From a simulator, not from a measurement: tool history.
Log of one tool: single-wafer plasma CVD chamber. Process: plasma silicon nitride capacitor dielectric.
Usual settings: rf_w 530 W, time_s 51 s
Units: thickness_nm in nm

| run | day | rf_w | time_s | wafers since the last listed run | hours since the last RF generator calibration | hours since the showerhead was replaced | hours since the gauge calibration | read-back reference wafer on the same gauge, thickness_nm | thickness_nm |
|---|---|---|---|---|---|---|---|---|---|
| 1 | 0 | 530 | 51 | 0 | 1268.8 | 3336 | 206.2 | 88.313 | 75.94 |
| 2 | 1.025 | 530 | 46.4 | 499 | 1293.4 | 3360.6 | 230.8 | 88.275 | 69.255 |
| 3 | 2.112 | 530 | 46.4 | 530 | 1319.5 | 3386.7 | 256.9 | 88.301 | 69.398 |
|  | 2.733 | gauge calibrated |
| 4 | 3.212 | 530 | 46.4 | 536 | 1345.9 | 3413.1 | 11.5 | 88.289 | 69.012 |
| 5 | 4.621 | 460 | 51 | 686 | 1379.7 | 3446.9 | 45.3 | 88.334 | 71.923 |
| 6 | 5.767 | 470 | 51 | 558 | 1407.2 | 3474.4 | 72.8 | 88.326 | 72.522 |
| 7 | 6.758 | 530 | 51 | 483 | 1431 | 3498.2 | 96.6 | 88.276 | 75.598 |
|  | 7.771 | showerhead replaced |
| 8 | 7.796 | 530 | 51 | 343 | 1455.9 | 0.6 | 121.5 | 88.28 | 75.542 |
|  | 8.25 | RF generator calibrated |
| 9 | 8.342 | 530 | 51 | 103 | 2.2 | 13.7 | 134.6 | 88.274 | 77.901 |
| 10 | 9.796 | 530 | 51 | 708 | 37.1 | 48.6 | 169.5 | 88.282 | 78.099 |
| 11 | 10.562 | 430 | 51 | 373 | 55.5 | 67 | 187.9 | 88.294 | 72.346 |
| 12 | 11.225 | 465 | 42.7 | 322 | 71.4 | 82.9 | 203.8 | 88.345 | 62.215 |
| 13 | 12.542 | 475 | 44.4 | 641 | 103 | 114.5 | 235.4 | 88.307 | 65.356 |
| 14 | 13.417 | 530 | 51 | 426 | 124 | 135.5 | 256.4 | 88.306 | 77.965 |
|  | 13.617 | gauge calibrated |
| 15 | 14.554 | 430 | 51 | 554 | 151.3 | 162.8 | 22.5 | 88.324 | 72.252 |
| 16 | 15.058 | 430 | 57.5 | 245 | 163.4 | 174.9 | 34.6 | 88.317 | 81.807 |
| 17 | 16.296 | 530 | 51 | 603 | 193.1 | 204.6 | 64.3 | 88.319 | 78.121 |
| 18 | 17.258 | 455 | 51 | 469 | 216.2 | 227.7 | 87.4 | 88.276 | 73.991 |
| 19 | 18.346 | 445 | 47 | 530 | 242.3 | 253.8 | 113.5 | 88.345 | 67.556 |
| 20 | 19.304 | 605 | 45.7 | 467 | 265.3 | 276.8 | 136.5 | 88.277 | 73.211 |
| 21 | 20.612 | 530 | 55.7 | 637 | 296.7 | 308.2 | 167.9 | 88.292 | 85.3 |

Forecast each of these 5 alternatives for the next run:
| A | 20.629 | 530 | 51 | 8 | 297.1 | 308.6 | 168.3 | ? | ? |
| B | 20.629 | 585 | 47 | 8 | 297.1 | 308.6 | 168.3 | ? | ? |
| C | 20.629 | 530 | 59.2 | 8 | 297.1 | 308.6 | 168.3 | ? | ? |
| D | 20.629 | 530 | 55.5 | 8 | 297.1 | 308.6 | 168.3 | ? | ? |
| E | 20.629 | 460 | 54.8 | 8 | 297.1 | 308.6 | 168.3 | ? | ? |

| run | read-back reference wafer on the same gauge, thickness_nm | thickness_nm |
|---|---|---|
| A | 88.29 | 78.287 |
| B | 88.29 | 74.701 |
| C | 88.29 | 90.874 |
| D | 88.29 | 85.195 |
| E | 88.29 | 79.934 |
Without the tool's hidden state the same runs would have given:
| run | thickness_nm |
|---|---|
| A | 78.405 |
| B | 74.814 |
| C | 91.012 |
| D | 85.324 |
| E | 80.054 |

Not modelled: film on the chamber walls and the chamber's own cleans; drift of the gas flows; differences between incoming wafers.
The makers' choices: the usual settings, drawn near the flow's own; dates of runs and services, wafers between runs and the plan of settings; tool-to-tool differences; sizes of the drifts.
